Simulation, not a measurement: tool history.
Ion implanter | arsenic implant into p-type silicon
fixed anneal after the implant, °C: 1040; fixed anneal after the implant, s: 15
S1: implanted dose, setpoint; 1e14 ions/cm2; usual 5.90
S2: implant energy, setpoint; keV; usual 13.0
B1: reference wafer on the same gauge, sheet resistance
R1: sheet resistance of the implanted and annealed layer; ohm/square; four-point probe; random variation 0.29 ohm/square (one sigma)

| run | hour | S1 | S2 | B1 | R1 |
|---|---|---|---|---|---|
| 1 | 0.0 | 5.90 | 13.0 | 219.05 | 187.68 |
| 2 | 10.9 | 5.90 | 13.0 | 219.03 | 188.06 |
| 3 | 23.9 | 5.54 | 13.0 | 219.14 | 196.01 |
| 4 | 36.0 | 5.90 | 13.0 | 218.95 | 187.50 |
| 5 | 48.9 | 5.90 | 13.0 | 219.09 | 187.67 |
| 6 | 78.6 | 5.90 | 13.0 | 219.05 | 187.87 |
| 7 | 92.9 | 5.90 | 13.0 | 218.85 | 187.16 |
| 8 | 107.0 | 5.90 | 13.0 | 219.05 | 187.15 |
| 9 | 121.3 | 5.90 | 13.0 | 219.03 | 187.25 |
| 10 | 135.9 | 5.90 | 13.0 | 219.02 | 187.58 |
|  | 158.8 | extraction supply calibrated |
| 11 | 159.3 | 5.90 | 15.0 | 219.05 | 184.87 |
|  | 172.7 | gauge calibrated |
| 12 | 206.0 | 6.52 | 16.0 | 219.08 | 170.27 |
| 13 | 223.3 | 6.52 | 16.0 | 218.85 | 170.44 |
| 14 | 237.3 | 5.90 | 13.0 | 218.92 | 187.31 |
| 15 | 247.7 | 5.90 | 13.0 | 219.07 | 187.04 |
| 16 | 255.4 | 5.90 | 12.0 | 218.93 | 188.53 |
| 17 | 264.1 | 4.19 | 17.5 | 219.08 | 234.56 |
| 18 | 274.2 | 6.94 | 17.5 | 218.95 | 161.57 |
|  | 282.7 | Faraday cup replaced and dose calibrated |
| 19 | 284.2 | 5.90 | 13.0 | 219.08 | 194.07 |
| 20 | 293.6 | 6.54 | 17.0 | 219.08 | 175.05 |
| 21 | 311.3 | 6.90 | 10.0 | 219.00 | 176.51 |
| 22 | 319.7 | 7.52 | 16.5 | 219.00 | 159.11 |
| 23 | 332.9 | 6.77 | 10.5 | 218.87 | 178.32 |
| 24 | 370.8 | 5.90 | 15.5 | 219.09 | 189.93 |
| 25 | 380.9 | 4.33 | 10.0 | 219.05 | 247.79 |
| 26 | 391.6 | 4.17 | 11.0 | 219.13 | 253.78 |
|  | 407.9 | gauge calibrated |
| 27 | 408.7 | 5.90 | 13.0 | 218.92 | 193.25 |
| 28 | 426.0 | 6.62 | 11.5 | 219.17 | 179.22 |
| 29 | 441.1 | 6.62 | 15.5 | 219.08 | 173.80 |
| 30 | 456.8 | 5.90 | 13.0 | 218.88 | 192.89 |

What the log doesn't show, run by run:
deviation of the true energy from its setpoint, %: 0 in every run
gauge reads high (%): 0 in every run
H1: deviation of the true dose from the Faraday cup's reading, %
| run | H1 |
|---|---|
| 1 | 4.49 |
| 2 | 4.49 |
| 3 | 4.5 |
| 4 | 4.5 |
| 5 | 4.5 |
| 6 | 4.51 |
| 7 | 4.52 |
| 8 | 4.52 |
| 9 | 4.53 |
| 10 | 4.53 |
| 11 | 4.54 |
| 12 | 4.55 |
| 13 | 4.55 |
| 14 | 4.56 |
| 15 | 4.56 |
| 16 | 4.56 |
| 17 | 4.57 |
| 18 | 4.57 |
| 19 | -0.496 |
| 20 | -0.432 |
| 21 | -0.315 |
| 22 | -0.26 |
| 23 | -0.176 |
| 24 | 0.0598 |
| 25 | 0.121 |
| 26 | 0.184 |
| 27 | 0.284 |
| 28 | 0.383 |
| 29 | 0.467 |
| 30 | 0.553 |

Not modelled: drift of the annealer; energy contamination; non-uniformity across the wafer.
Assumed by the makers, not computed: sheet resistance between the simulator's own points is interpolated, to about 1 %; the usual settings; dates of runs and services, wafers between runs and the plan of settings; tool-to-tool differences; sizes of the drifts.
